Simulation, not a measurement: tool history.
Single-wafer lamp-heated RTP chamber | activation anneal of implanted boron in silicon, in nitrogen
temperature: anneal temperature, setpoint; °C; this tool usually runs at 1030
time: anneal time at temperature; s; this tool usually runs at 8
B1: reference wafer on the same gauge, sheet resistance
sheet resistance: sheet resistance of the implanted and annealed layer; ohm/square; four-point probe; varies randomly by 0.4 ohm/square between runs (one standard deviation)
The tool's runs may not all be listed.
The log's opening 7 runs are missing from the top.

run 8 day=6.404 | temperature=1008 time=8 | B1=312.98 | sheet_resistance=272.19
run 9 day=8.788 | temperature=1008 time=8 | B1=313.04 | sheet_resistance=271.93
run 10 day=9.988 | temperature=1008 time=8 | B1=313.06 | sheet_resistance=271.95
run 11 day=10.642 | temperature=1030 time=8 | B1=312.93 | sheet_resistance=266.61
-- day=11.317 gauge calibrated
run 12 day=11.867 | temperature=1030 time=8 | B1=312.90 | sheet_resistance=268.30
run 13 day=12.721 | temperature=1030 time=8 | B1=313.05 | sheet_resistance=267.17
run 14 day=16.729 | temperature=1030 time=8 | B1=312.97 | sheet_resistance=267.69
-- day=20.838 reflector plate cleaned
run 15 day=20.858 | temperature=1018 time=7 | B1=313.10 | sheet_resistance=269.81
run 16 day=21.850 | temperature=1018 time=7 | B1=312.93 | sheet_resistance=270.05
run 17 day=22.758 | temperature=1007 time=11 | B1=313.00 | sheet_resistance=271.18
run 18 day=23.521 | temperature=1056 time=5 | B1=313.04 | sheet_resistance=266.60
run 19 day=24.083 | temperature=1053 time=12 | B1=312.85 | sheet_resistance=264.63
-- day=24.921 pyrometer window cleaned and pyrometer calibrated
run 20 day=25.488 | temperature=1041 time=6 | B1=313.11 | sheet_resistance=267.17
run 21 day=26.171 | temperature=1050 time=5 | B1=312.88 | sheet_resistance=266.07
run 22 day=26.746 | temperature=1015 time=10 | B1=312.94 | sheet_resistance=267.18
run 23 day=27.375 | temperature=1011 time=4 | B1=312.90 | sheet_resistance=271.27
run 24 day=28.583 | temperature=1002 time=12 | B1=312.99 | sheet_resistance=270.18
run 25 day=29.775 | temperature=1055 time=7 | B1=312.95 | sheet_resistance=266.12
run 26 day=30.917 | temperature=1003 time=5 | B1=312.95 | sheet_resistance=271.99
run 27 day=32.246 | temperature=1030 time=8 | B1=313.10 | sheet_resistance=266.32
-- day=33.162 pyrometer window cleaned and pyrometer calibrated, repeated, since the last time left the tool worse
run 28 day=33.583 | temperature=1039 time=8 | B1=313.03 | sheet_resistance=266.36
run 29 day=34.658 | temperature=1005 time=4 | B1=312.97 | sheet_resistance=278.30

Run 30, settings as shown, results not yet in. Your forecast:
run 30 day=36.000 | temperature=1043 time=13 | B1=? | sheet_resistance=?

B1: 313.07
sheet resistance: 265.31 ohm/square
Had the tool carried no hidden state, the very same run would have given sheet resistance 265.48 ohm/square.
